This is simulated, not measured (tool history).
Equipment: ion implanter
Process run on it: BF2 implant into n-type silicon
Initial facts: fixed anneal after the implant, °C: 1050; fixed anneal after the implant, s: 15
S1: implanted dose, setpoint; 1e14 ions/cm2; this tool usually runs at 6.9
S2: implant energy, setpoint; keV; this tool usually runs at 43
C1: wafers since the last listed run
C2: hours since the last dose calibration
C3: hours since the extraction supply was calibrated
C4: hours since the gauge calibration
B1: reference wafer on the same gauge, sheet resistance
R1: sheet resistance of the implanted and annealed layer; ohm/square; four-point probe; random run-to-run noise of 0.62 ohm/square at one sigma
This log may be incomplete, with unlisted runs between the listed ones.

Run 1, day 0: usual settings; C1 0; C2 663.9; C3 4257.3; C4 263; B1 155.97. Result: R1 163.32 ohm/square.
Run 2, day 1.429: usual settings; C1 636; C2 698.2; C3 4291.6; C4 297.3; B1 155.85. Result: R1 165.19 ohm/square.
Run 3, day 1.929: usual settings but S2 52.5 keV; C1 222; C2 710.2; C3 4303.6; C4 309.3; B1 156.02. Result: R1 162.4 ohm/square.
Run 4, day 2.767: usual settings but S2 52.5 keV; C1 373; C2 730.3; C3 4323.7; C4 329.4; B1 156.06. Result: R1 162.26 ohm/square.
Run 5, day 3.975: usual settings; C1 538; C2 759.3; C3 4352.7; C4 358.4; B1 156.04. Result: R1 165.61 ohm/square.
Run 6, day 4.9: usual settings; C1 412; C2 781.5; C3 4374.9; C4 380.6; B1 156.01. Result: R1 165.21 ohm/square.
Run 7, day 6.342: usual settings; C1 642; C2 816.1; C3 4409.5; C4 415.2; B1 155.9. Result: R1 165.91 ohm/square.
Run 8, day 7.025: usual settings but S1 8.27 1e14 ions/cm2, S2 36 keV; C1 304; C2 832.5; C3 4425.9; C4 431.6; B1 156.06. Result: R1 144.8 ohm/square.
Run 9, day 7.838: usual settings but S1 8.27 1e14 ions/cm2, S2 36 keV; C1 362; C2 852; C3 4445.4; C4 451.1; B1 156.01. Result: R1 145.73 ohm/square.
Run 10, day 9.012: usual settings but S1 8.27 1e14 ions/cm2, S2 36 keV; C1 523; C2 880.2; C3 4473.6; C4 479.3; B1 156.02. Result: R1 146.19 ohm/square.
At day 9.246: gauge calibrated.
At day 9.604: extraction supply calibrated.
Run 11, day 10.058: usual settings; C1 317; C2 905.3; C3 10.9; C4 19.5; B1 156.13. Result: R1 165.42 ohm/square.
Run 12, day 11.067: usual settings; C1 449; C2 929.5; C3 35.1; C4 43.7; B1 156.05. Result: R1 166.87 ohm/square.
Run 13, day 11.6: usual settings; C1 237; C2 942.3; C3 47.9; C4 56.5; B1 155.97. Result: R1 166.35 ohm/square.
Run 14, day 12.458: usual settings; C1 382; C2 962.9; C3 68.5; C4 77.1; B1 156.07. Result: R1 167 ohm/square.
Run 15, day 13.033: usual settings; C1 256; C2 976.7; C3 82.3; C4 90.9; B1 156.09. Result: R1 166.31 ohm/square.
Run 16, day 14.271: usual settings but S1 8.29 1e14 ions/cm2, S2 53 keV; C1 551; C2 1006.4; C3 112; C4 120.6; B1 155.93. Result: R1 139.26 ohm/square.
Run 17, day 15.733: usual settings but S1 5.76 1e14 ions/cm2, S2 33 keV; C1 651; C2 1041.5; C3 147.1; C4 155.7; B1 156.12. Result: R1 199.77 ohm/square.
Run 18, day 16.975: usual settings but S2 54 keV; C1 553; C2 1071.3; C3 176.9; C4 185.5; B1 155.94. Result: R1 165.43 ohm/square.
At day 18.571: Faraday cup replaced and dose calibrated.
Run 19, day 18.592: usual settings but S1 8.38 1e14 ions/cm2, S2 34 keV; C1 571; C2 0.5; C3 215.7; C4 224.3; B1 156.05. Result: R1 140.88 ohm/square.
Run 20, day 19.5: usual settings but S1 6.34 1e14 ions/cm2, S2 52 keV; C1 404; C2 22.3; C3 237.5; C4 246.1; B1 156.02. Result: R1 171.2 ohm/square.
Run 21, day 20.8: usual settings; C1 579; C2 53.5; C3 268.7; C4 277.3; B1 155.93. Result: R1 162.57 ohm/square.
Run 22, day 21.971: usual settings but S1 5.61 1e14 ions/cm2, S2 54.5 keV; C1 521; C2 81.6; C3 296.8; C4 305.4; B1 156.08. Result: R1 189.92 ohm/square.
Run 23, day 22.921: usual settings but S1 5.56 1e14 ions/cm2, S2 30 keV; C1 423; C2 104.4; C3 319.6; C4 328.2; B1 156.06. Result: R1 202.65 ohm/square.
Run 24, day 23.825: usual settings but S1 5.94 1e14 ions/cm2; C1 402; C2 126.1; C3 341.3; C4 349.9; B1 156. Result: R1 185.2 ohm/square.
Run 25, day 24.65: usual settings but S1 7.44 1e14 ions/cm2; C1 367; C2 145.9; C3 361.1; C4 369.7; B1 155.94. Result: R1 151.17 ohm/square.
Run 26, day 25.954: usual settings; C1 581; C2 177.2; C3 392.4; C4 401; B1 156.06. Result: R1 161.94 ohm/square.

Describe how what the log doesn't record of the tool's condition differs between the last listed run preceding each entry between runs and the first listed run following it.
Between runs 10 and 11: gauge calibrated (day 9.246); extraction supply calibrated (day 9.604)
  deviation of the true dose from the Faraday cup's reading, %: -1.79 -> -1.93
  measured minus no-state result, R1: +2.14 -> +2.83 ohm/square
Between runs 18 and 19: Faraday cup replaced and dose calibrated (day 18.571)
  deviation of the true dose from the Faraday cup's reading, %: -2.93 -> 1.19
  measured minus no-state result, R1: +4.37 -> -1.33 ohm/square

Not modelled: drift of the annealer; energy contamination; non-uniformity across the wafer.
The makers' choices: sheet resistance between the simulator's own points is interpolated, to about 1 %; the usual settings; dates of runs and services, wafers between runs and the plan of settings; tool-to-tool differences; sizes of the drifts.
